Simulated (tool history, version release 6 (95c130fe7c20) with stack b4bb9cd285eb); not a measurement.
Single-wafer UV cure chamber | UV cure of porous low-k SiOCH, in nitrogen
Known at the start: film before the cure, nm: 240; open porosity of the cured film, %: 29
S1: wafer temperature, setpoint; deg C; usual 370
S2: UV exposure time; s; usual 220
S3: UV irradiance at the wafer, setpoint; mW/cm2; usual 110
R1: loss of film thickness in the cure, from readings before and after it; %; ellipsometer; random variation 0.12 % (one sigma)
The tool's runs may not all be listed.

| run | hour | S1 | S2 | S3 | R1 |
|---|---|---|---|---|---|
| 1 | 0 | 370 | 325 | 110 | 15.061 |
| 2 | 84.9 | 379 | 180 | 110 | 12.096 |
| 3 | 129 | 379 | 180 | 110 | 11.874 |
|  | 138.1 | UV bulbs replaced |
| 4 | 213.6 | 370 | 220 | 110 | 13.11 |
| 5 | 275.6 | 370 | 220 | 110 | 12.957 |
| 6 | 344.5 | 370 | 220 | 110 | 12.84 |
| 7 | 440.9 | 370 | 285 | 100 | 13.834 |
| 8 | 485.3 | 370 | 285 | 100 | 13.631 |
|  | 502.6 | quartz window cleaned |
| 9 | 575.8 | 370 | 285 | 100 | 14.344 |
| 10 | 639.3 | 360 | 220 | 110 | 13.253 |
| 11 | 686.2 | 360 | 220 | 110 | 13.156 |
| 12 | 743.2 | 358 | 220 | 110 | 12.985 |
| 13 | 798.2 | 358 | 220 | 110 | 12.861 |
| 14 | 873.8 | 358 | 220 | 110 | 12.684 |
| 15 | 929.6 | 370 | 220 | 110 | 13.166 |
| 16 | 966.7 | 370 | 220 | 110 | 13.066 |
| 17 | 1024.9 | 370 | 220 | 121 | 13.407 |
| 18 | 1110.3 | 370 | 220 | 121 | 13.495 |
| 19 | 1177.9 | 370 | 220 | 121 | 13.548 |
|  | 1253.1 | quartz window cleaned |
| 20 | 1281.5 | 370 | 220 | 110 | 13.712 |
| 21 | 1386.8 | 370 | 220 | 110 | 13.398 |
| 22 | 1708.6 | 370 | 220 | 110 | 12.624 |
| 23 | 1798.4 | 370 | 220 | 133 | 13.709 |
|  | 1889.5 | quartz window cleaned |
| 24 | 1991.2 | 381 | 150 | 145 | 12.777 |
| 25 | 2084 | 382 | 340 | 84 | 13.994 |
| 26 | 2140.1 | 359 | 220 | 147 | 14.223 |
| 27 | 2187.1 | 354 | 115 | 143 | 10.328 |
| 28 | 2248.5 | 370 | 220 | 110 | 12.676 |
| 29 | 2333.5 | 384 | 350 | 94 | 14.325 |
| 30 | 2394.1 | 383 | 290 | 87 | 12.913 |
| 31 | 2442.8 | 377 | 90 | 79 | 6.68 |
|  | 2494.1 | UV bulbs replaced |
| 32 | 2530.3 | 370 | 220 | 90 | 11.919 |
|  | 2551.1 | quartz window cleaned |
| 33 | 2630.9 | 353 | 255 | 77 | 12.14 |
| 34 | 2702.6 | 370 | 310 | 110 | 15.406 |
| 35 | 2755.9 | 384 | 350 | 94 | 15.095 |
| 36 | 2831.2 | 370 | 220 | 110 | 13.296 |
| 37 | 2907.5 | 388 | 150 | 110 | 11.415 |
| 38 | 3005.5 | 370 | 220 | 110 | 12.736 |
| 39 | 3097.8 | 370 | 220 | 110 | 12.944 |
| 40 | 3140.1 | 358 | 285 | 80 | 12.202 |
|  | 3215 | quartz window cleaned |
| 41 | 3240.4 | 376 | 220 | 110 | 13.98 |
| 42 | 3299.8 | 370 | 220 | 110 | 13.702 |
| 43 | 3403.9 | 389 | 300 | 73 | 13.22 |
| 44 | 3474.7 | 390 | 290 | 143 | 16.154 |
| 45 | 3580.7 | 370 | 130 | 110 | 10.331 |
| 46 | 3657.2 | 389 | 330 | 110 | 15.367 |

4 ways to go on from here, each from the tool as it stands after run 46. What would each give?
| A | 3657.7 | 390 | 220 | 110 | ? |
| B | 3657.7 | 350 | 135 | 110 | ? |
| C | 3657.7 | 377 | 300 | 138 | ? |
| D | 3657.7 | 370 | 275 | 123 | ? |

| run | R1 |
|---|---|
| A | 13.371 |
| B | 10.095 |
| C | 15.912 |
| D | 14.686 |
Without the tool's hidden state the same runs would have given:
| run | R1 |
|---|---|
| A | 14.557 |
| B | 11.218 |
| C | 17.145 |
| D | 15.899 |
